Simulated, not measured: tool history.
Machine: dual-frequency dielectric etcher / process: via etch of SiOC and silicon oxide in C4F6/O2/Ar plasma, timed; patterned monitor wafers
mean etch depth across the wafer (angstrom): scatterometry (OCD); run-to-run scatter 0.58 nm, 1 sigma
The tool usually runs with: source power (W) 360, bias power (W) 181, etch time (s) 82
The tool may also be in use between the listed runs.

| run | hour | source power (W) | bias power (W) | etch time (s) | read-back reference wafer on the same gauge, depth_nm | mean etch depth across the wafer (angstrom) |
|---|---|---|---|---|---|---|
| 1 | 0 | 360 | 181 | 72.5 | 88.4 | 759 |
| 2 | 6.4 | 360 | 181 | 72.5 | 88.5 | 749 |
| 3 | 18.2 | 360 | 181 | 72.5 | 88.6 | 747 |
| 4 | 25.5 | 330 | 181 | 82 | 88.4 | 837 |
| 5 | 43.2 | 360 | 152 | 82 | 88.5 | 804 |
| 6 | 50.1 | 360 | 181 | 82 | 88.4 | 840 |
| 7 | 65 | 360 | 181 | 82 | 88.4 | 842 |
| 8 | 79.6 | 360 | 181 | 82 | 88.5 | 845 |
| 9 | 95.6 | 360 | 181 | 82 | 88.4 | 833 |
|  | 133 | wet clean of the chamber |
|  | 149.1 | upper electrode replaced, of another model than before |
| 10 | 149.6 | 360 | 150 | 82 | 88.5 | 839 |
| 11 | 149.9 | 360 | 181 | 82 | 88.5 | 888 |
| 12 | 150.3 | 360 | 181 | 82 | 88.4 | 889 |
| 13 | 158.8 | 360 | 181 | 82 | 88.4 | 893 |
| 14 | 174.4 | 360 | 167 | 82 | 88.5 | 856 |
|  | 183.5 | source power generator calibrated |
|  | 185.1 | bias power generator calibrated |
| 15 | 185.6 | 440 | 181 | 82 | 88.6 | 960 |
| 16 | 190.7 | 320 | 181 | 82 | 88.5 | 837 |
| 17 | 199.9 | 360 | 198 | 91.5 | 88.4 | 1010 |
| 18 | 210.3 | 360 | 181 | 82 | 88.5 | 884 |
| 19 | 261.3 | 330 | 149 | 89 | 88.5 | 842 |
| 20 | 277.1 | 270 | 149 | 58 | 88.5 | 512 |
|  | 277.4 | gauge calibrated |
| 21 | 290.8 | 360 | 181 | 82 | 88.5 | 870 |
| 22 | 298.2 | 440 | 156 | 70.5 | 88.6 | 771 |
| 23 | 311.2 | 360 | 196 | 82 | 88.4 | 899 |
| 24 | 363.2 | 320 | 196 | 82 | 88.6 | 846 |
| 25 | 375.3 | 360 | 181 | 82 | 88.5 | 867 |
| 26 | 388.3 | 330 | 221 | 82 | 88.4 | 883 |
| 27 | 396.4 | 290 | 181 | 82 | 88.5 | 779 |
| 28 | 413.9 | 280 | 223 | 82 | 88.5 | 832 |
| 29 | 427.6 | 280 | 166 | 69.5 | 88.4 | 631 |

For some of the steps in mean etch depth across the wafer (angstrom) from one run to the next: how much would appear even if the tool had no hidden state, given the settings, what came in and random variation, and how much remains for the hidden state plus any gauge scatter that the measured result and the result without hidden state don't share?
The hidden state here: etch rate over this chamber's usual, %; source power that arrives over what is set, %; bias power that arrives over what is set, %; gauge reads high (%).
Run 9 -> 10: bias power (W) 181 -> 150, wet clean of the chamber, upper electrode replaced, of another model than before. mean etch depth across the wafer (angstrom) +6: hidden state +49, all else -43.
Run 18 -> 19: source power (W) 360 -> 330, bias power (W) 181 -> 149, etch time (s) 82 -> 89. mean etch depth across the wafer (angstrom) -42: hidden state -6, all else -36.
Run 19 -> 20: source power (W) 330 -> 270, etch time (s) 89 -> 58. mean etch depth across the wafer (angstrom) -330: hidden state +3, all else -333.
Run 20 -> 21: source power (W) 270 -> 360, bias power (W) 149 -> 181, etch time (s) 58 -> 82, gauge calibrated. mean etch depth across the wafer (angstrom) +358: hidden state -6, all else +364.
